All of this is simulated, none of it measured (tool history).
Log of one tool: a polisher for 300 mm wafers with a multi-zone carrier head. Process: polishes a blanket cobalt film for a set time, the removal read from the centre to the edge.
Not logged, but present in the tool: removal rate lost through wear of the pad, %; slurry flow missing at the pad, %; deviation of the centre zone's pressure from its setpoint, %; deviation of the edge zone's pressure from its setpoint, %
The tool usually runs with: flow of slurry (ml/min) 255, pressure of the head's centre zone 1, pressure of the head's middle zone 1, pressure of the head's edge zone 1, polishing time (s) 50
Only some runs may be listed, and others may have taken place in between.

run    hour  flow of slurry (ml/min)  pressure of the head's centre zone  pressure of the head's middle zone  pressure of the head's edge zone  polishing time (s)  wafers since the last listed run  wafers polished on this pad  hours since the slurry nozzle was cleaned  hours since the centre zone pressure was calibrated  hours since the edge zone pressure was calibrated  hours since the carrier head's membrane was replaced  incoming thickness of the incoming film, nm  film removed at the wafer's centre (nm)  film removed at mid-radius (nm)  film removed at the wafer's edge (nm)
  1       0                      255                                   1                                1.09                                 1                  50                                 0                         1854                                       57.8                                                191.3                                                464                                                 771.4                                        655.4                                    202.9                            217.8                                  202.8
  2    85.6                      255                                   1                                   1                                 1                  50                              1181                         3036                                      143.4                                                276.9                                              549.6                                                   857                                        657.2                                    200.2                            207.7                                  203.6
      131.8  -- worn pad replaced by a new one
  3   178.8                      255                                   1                                   1                                 1                  50                              1231                          649                                      236.6                                                370.1                                              642.8                                                 950.2                                        661.2                                    204.1                            199.7                                  198.6
      245.5  -- slurry nozzle cleaned
  4   282.6                      255                                   1                                   1                              1.07                  50                              1419                         2068                                       37.1                                                473.9                                              746.6                                                  1054                                          669                                    212.6                            208.8                                  210.2
  5   331.4                      255                                   1                                   1                                 1                  50                               673                         2742                                       85.9                                                522.7                                              795.4                                                1102.8                                        668.4                                    208.7                            209.1                                  203.8
        375  -- worn pad replaced by a new one
  6     387                      255                                   1                                   1                                 1                  50                               712                          165                                      141.5                                                578.3                                                851                                                1158.4                                        663.1                                    210.5                            206.2                                  204.4
  7   449.5                      255                                   1                                   1                                 1                  50                               862                         1028                                        204                                                640.8                                              913.5                                                1220.9                                          658                                    197.7                            202.2                                  201.5
      517.2  -- slurry nozzle cleaned
  8   529.5                      255                                0.95                                   1                                 1                  50                              1090                         2119                                       12.3                                                720.8                                              993.5                                                1300.9                                        656.1                                    200.6                            207.8                                  204.1
      581.3  -- worn pad replaced by a new one
  9   581.8                      255                                   1                                1.08                              0.89                  50                               666                            7                                       64.6                                                773.1                                             1045.8                                                1353.2                                        650.9                                    198.5                              225                                    192
 10   638.5                      255                                1.08                                   1                              1.06                  33                               782                          790                                      121.3                                                829.8                                             1102.5                                                1409.9                                        650.6                                    144.9                            138.5                                  136.5
      648.7  -- edge zone pressure recalibrated
 11   689.4                      255                                1.04                                   1                                 1                  50                               675                         1465                                      172.2                                                880.7                                               40.7                                                1460.8                                        667.6                                    206.8                            203.9                                  201.5
      722.5  -- carrier head's membrane replaced by a new one
 12   770.4                      255                                   1                                   1                              1.09                  59                              1049                         2514                                      253.2                                                961.7                                              121.7                                                  47.9                                        653.1                                    229.6                            233.6                                  239.8
      784.1  -- centre zone pressure recalibrated
 13   820.1                      200                                0.97                                   1                              1.05                  37                               658                         3173                                      302.9                                                   36                                              171.4                                                  97.6                                        668.7                                    127.2                            138.3                                  141.5
      837.7  -- slurry nozzle cleaned
      844.4  -- worn pad replaced by a new one
     1053.8  -- worn pad replaced by a new one
 14  1054.5                      255                                1.08                                   1                              1.06                  33                              3112                           10                                      216.8                                                270.4                                              405.8                                                   332                                        662.9                                    145.3                            135.3                                  133.6
 15    1103                      255                                   1                                   1                                 1                  50                               669                          679                                      265.3                                                318.9                                              454.3                                                 380.5                                        649.5                                    195.7                            201.4                                  199.5
     1139.2  -- slurry nozzle cleaned
 16  1176.5                      255                                   1                                   1                                 1                  50                              1000                         1680                                       37.3                                                392.4                                              527.8                                                   454                                        657.8                                    210.8                            209.9                                  203.3

Here are 5 independent what-if runs from the current tool condition. What would each one return?
  A  1176.9                      255                                   1                                   1                                 1                  50                                 5                         1686                                       37.7                                                392.8                                              528.2                                                 454.4                                        664.9                                        ?                                ?                                      ?
  B  1176.9                      230                                1.09                                1.05                                 1                  50                                 5                         1686                                       37.7                                                392.8                                              528.2                                                 454.4                                        664.9                                        ?                                ?                                      ?
  C  1176.9                      340                                1.04                                   1                                 1                  50                                 5                         1686                                       37.7                                                392.8                                              528.2                                                 454.4                                        664.9                                        ?                                ?                                      ?
  D  1176.9                      255                                   1                                0.96                                 1                  43                                 5                         1686                                       37.7                                                392.8                                              528.2                                                 454.4                                        664.9                                        ?                                ?                                      ?
  E  1176.9                      190                                0.93                                0.89                                 1                  43                                 5                         1686                                       37.7                                                392.8                                              528.2                                                 454.4                                        664.9                                        ?                                ?                                      ?

run  film removed at the wafer's centre (nm)  film removed at mid-radius (nm)  film removed at the wafer's edge (nm)
  A                                    205.8                            206.3                                    205
  B                                      222                              212                                  203.3
  C                                      220                            211.4                                  208.8
  D                                    176.9                              172                                  176.4
  E                                      159                            157.7                                  172.6
Without the tool's unlogged condition, the same runs would have read:
run  film removed at the wafer's centre (nm)  film removed at mid-radius (nm)  film removed at the wafer's edge (nm)
  A                                    206.4                            206.8                                  205.4
  B                                    222.8                            212.6                                  203.8
  C                                    220.5                            211.8                                  209.2
  D                                    177.5                            172.4                                  176.7
  E                                    159.6                            158.3                                    173

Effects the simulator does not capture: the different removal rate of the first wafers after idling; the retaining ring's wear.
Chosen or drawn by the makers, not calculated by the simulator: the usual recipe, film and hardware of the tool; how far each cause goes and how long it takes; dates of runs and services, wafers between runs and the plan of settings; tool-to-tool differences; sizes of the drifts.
